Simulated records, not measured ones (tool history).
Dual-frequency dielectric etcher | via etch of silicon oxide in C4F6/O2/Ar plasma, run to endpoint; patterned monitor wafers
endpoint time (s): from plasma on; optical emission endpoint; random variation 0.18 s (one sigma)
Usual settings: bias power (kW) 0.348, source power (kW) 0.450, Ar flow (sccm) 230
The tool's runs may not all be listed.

run   hour  bias power (kW)  source power (kW)  Ar flow (sccm)  wafers since the last listed run  hours since the last wet clean  hours since the last bias power generator calibration  hours since the last source power generator calibration  hours since the last Ar flow controller change  hours since the last upper electrode change  incoming incoming film thickness, nm  endpoint time (s)
  1    0.0            0.348              0.450             230                                 0                           493.0                                                 3237.1                                                   3000.6                                          2459.8                                       2139.7                                 100.0               23.3
  2   35.0            0.348              0.450             230                               392                           528.0                                                 3272.1                                                   3035.6                                          2494.8                                       2174.7                                  99.9               23.1
  3   54.1            0.348              0.450             230                               214                           547.1                                                 3291.2                                                   3054.7                                          2513.9                                       2193.8                                  99.3               23.1
      89.2  -- wet clean of the chamber
  4  148.3            0.348              0.450             230                               787                            59.1                                                 3385.4                                                   3148.9                                          2608.1                                       2288.0                                  99.8               22.7
  5  160.7            0.348              0.450             230                               139                            71.5                                                 3397.8                                                   3161.3                                          2620.5                                       2300.4                                  99.8               22.4
  6  180.6            0.403              0.450             230                               223                            91.4                                                 3417.7                                                   3181.2                                          2640.4                                       2320.3                                 100.0               21.2
  7  196.7            0.403              0.450             230                               180                           107.5                                                 3433.8                                                   3197.3                                          2656.5                                       2336.4                                 100.8               20.9
  8  222.6            0.274              0.380             255                               290                           133.4                                                 3459.7                                                   3223.2                                          2682.4                                       2362.3                                 100.4               27.9
     232.1  -- bias power generator calibrated
     237.5  -- Ar flow controller replaced
  9  238.0            0.348              0.450             186                                67                           148.8                                                    5.9                                                   3238.6                                             0.5                                       2377.7                                  99.3               21.8
     268.5  -- upper electrode replaced
 10  269.1            0.266              0.530             230                                79                           179.9                                                   37.0                                                   3269.7                                            31.6                                          0.6                                  99.8               24.4
 11  301.7            0.320              0.500             209                               365                           212.5                                                   69.6                                                   3302.3                                            64.2                                         33.2                                  99.7               22.3
 12  327.5            0.348              0.560             230                               289                           238.3                                                   95.4                                                   3328.1                                            90.0                                         59.0                                  98.8               20.5
 13  345.2            0.295              0.450             263                               198                           256.0                                                  113.1                                                   3345.8                                           107.7                                         76.7                                 100.2               25.5
 14  374.4            0.417              0.400             210                               327                           285.2                                                  142.3                                                   3375.0                                           136.9                                        105.9                                 100.1               21.7

Run 15 comes next. What will it give?
 15  392.2            0.428              0.450             276                               199                           303.0                                                  160.1                                                   3392.8                                           154.7                                        123.7                                 100.5                  ?

Run 15 gave endpoint time (s) 21.2.
Without the tool's hidden state the same run would have given endpoint time (s) 20.8.
